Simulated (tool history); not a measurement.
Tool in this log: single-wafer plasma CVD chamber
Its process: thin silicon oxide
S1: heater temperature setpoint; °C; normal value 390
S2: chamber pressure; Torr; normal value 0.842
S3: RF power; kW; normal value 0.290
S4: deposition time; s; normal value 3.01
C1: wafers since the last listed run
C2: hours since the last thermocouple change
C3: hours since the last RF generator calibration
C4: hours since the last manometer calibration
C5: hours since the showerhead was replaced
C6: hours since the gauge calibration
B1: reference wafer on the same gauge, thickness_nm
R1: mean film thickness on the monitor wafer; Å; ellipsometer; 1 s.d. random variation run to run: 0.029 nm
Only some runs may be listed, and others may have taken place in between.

run	day	S1	S2	S3	S4	C1	C2	C3	C4	C5	C6	B1	R1
1	0.000	390	0.747	0.290	3.01	0	914.2	1161.6	1058.4	5322.2	376.2	5.871	47.06
2	1.396	390	0.842	0.290	3.22	754	947.7	1195.1	1091.9	5355.7	409.7	5.870	57.75
3	3.554	390	0.783	0.270	3.01	1166	999.5	1246.9	1143.7	5407.5	461.5	5.866	48.49
4	6.054	390	0.939	0.290	3.01	1351	1059.5	1306.9	1203.7	5467.5	521.5	5.880	60.52
5	8.050	390	0.939	0.290	3.01	1078	1107.4	1354.8	1251.6	5515.4	569.4	5.872	59.85
6	10.946	390	0.842	0.250	3.01	1565	1176.9	1424.3	1321.1	5584.9	638.9	5.867	50.81
7	12.954	390	0.842	0.250	3.01	1085	1225.1	1472.5	1369.3	5633.1	687.1	5.865	50.39
8	14.812	390	0.842	0.330	3.01	1004	1269.7	1517.1	1413.9	5677.7	731.7	5.874	55.94
9	16.521	390	0.842	0.290	3.01	923	1310.7	1558.1	1454.9	5718.7	772.7	5.867	54.08
10	17.925	390	0.842	0.290	3.01	759	1344.4	1591.8	1488.6	5752.4	806.4	5.871	53.39
11	19.442	390	0.842	0.290	3.01	819	1380.8	1628.2	1525.0	5788.8	842.8	5.872	53.57
12	21.204	376	0.842	0.290	3.37	952	1423.1	1670.5	1567.3	5831.1	885.1	5.870	60.27
13	22.621	400	1.010	0.310	3.01	765	1457.1	1704.5	1601.3	5865.1	919.1	5.875	63.54
14	23.846	399	0.688	0.240	3.43	662	1486.5	1733.9	1630.7	5894.5	948.5	5.869	45.05
15	25.004	402	0.842	0.255	3.18	626	1514.3	1761.7	1658.5	5922.3	976.3	5.868	53.15
16	26.696	390	0.653	0.270	3.01	914	1554.9	1802.3	1699.1	5962.9	1016.9	5.861	38.65
17	27.904	399	0.688	0.240	3.43	653	1583.9	1831.3	1728.1	5991.9	1045.9	5.869	44.55
# day 28.575: capacitance manometer re-zeroed and calibrated
# day 29.150: thermocouple changed; heater temperature recalibrated
18	30.296	390	0.689	0.320	3.01	932	27.5	1888.7	41.3	6049.3	1103.3	5.875	44.50
19	31.612	405	0.842	0.340	3.01	711	59.1	1920.3	72.9	6080.9	1134.9	5.870	55.91
# day 32.246: showerhead replaced
20	34.133	379	0.842	0.250	3.47	1182	119.6	1980.8	133.4	45.3	1195.4	5.867	58.49
# day 35.288: RF generator calibrated
# day 35.658: gauge calibrated
21	36.121	390	0.842	0.290	3.01	894	167.3	20.0	181.1	93.0	11.1	5.864	54.83
22	38.262	390	0.842	0.315	3.35	1157	218.7	71.4	232.5	144.4	62.5	5.865	62.55
23	39.425	390	1.013	0.320	3.01	628	246.6	99.3	260.4	172.3	90.4	5.875	67.31
24	42.250	379	0.779	0.315	2.50	1527	314.4	167.1	328.2	240.1	158.2	5.874	43.56
25	44.925	400	0.760	0.275	3.40	1445	378.6	231.3	392.4	304.3	222.4	5.870	53.72
26	46.275	390	0.842	0.265	3.01	729	411.0	263.7	424.8	336.7	254.8	5.868	53.13
27	49.079	404	0.842	0.240	2.49	1515	478.3	331.0	492.1	404.0	322.1	5.868	41.59
28	50.358	390	0.842	0.290	3.01	691	509.0	361.7	522.8	434.7	352.8	5.863	54.67
29	51.604	390	0.897	0.290	3.01	673	538.9	391.6	552.7	464.6	382.7	5.876	57.57

Branching from run 29: 4 alternative next runs. What would each branch give?
A	51.621	390	0.842	0.290	3.01	9	539.3	392.0	553.1	465.0	383.1	?	?
B	51.621	379	0.694	0.335	3.01	9	539.3	392.0	553.1	465.0	383.1	?	?
C	51.621	377	0.842	0.290	2.54	9	539.3	392.0	553.1	465.0	383.1	?	?
D	51.621	386	0.900	0.315	2.75	9	539.3	392.0	553.1	465.0	383.1	?	?

run	B1	R1
A	5.870	54.54
B	5.870	46.61
C	5.870	46.43
D	5.870	54.83
With the hidden condition removed and each run's random variation left untouched, the same runs would have given:
run	R1
A	54.65
B	46.69
C	46.52
D	54.93
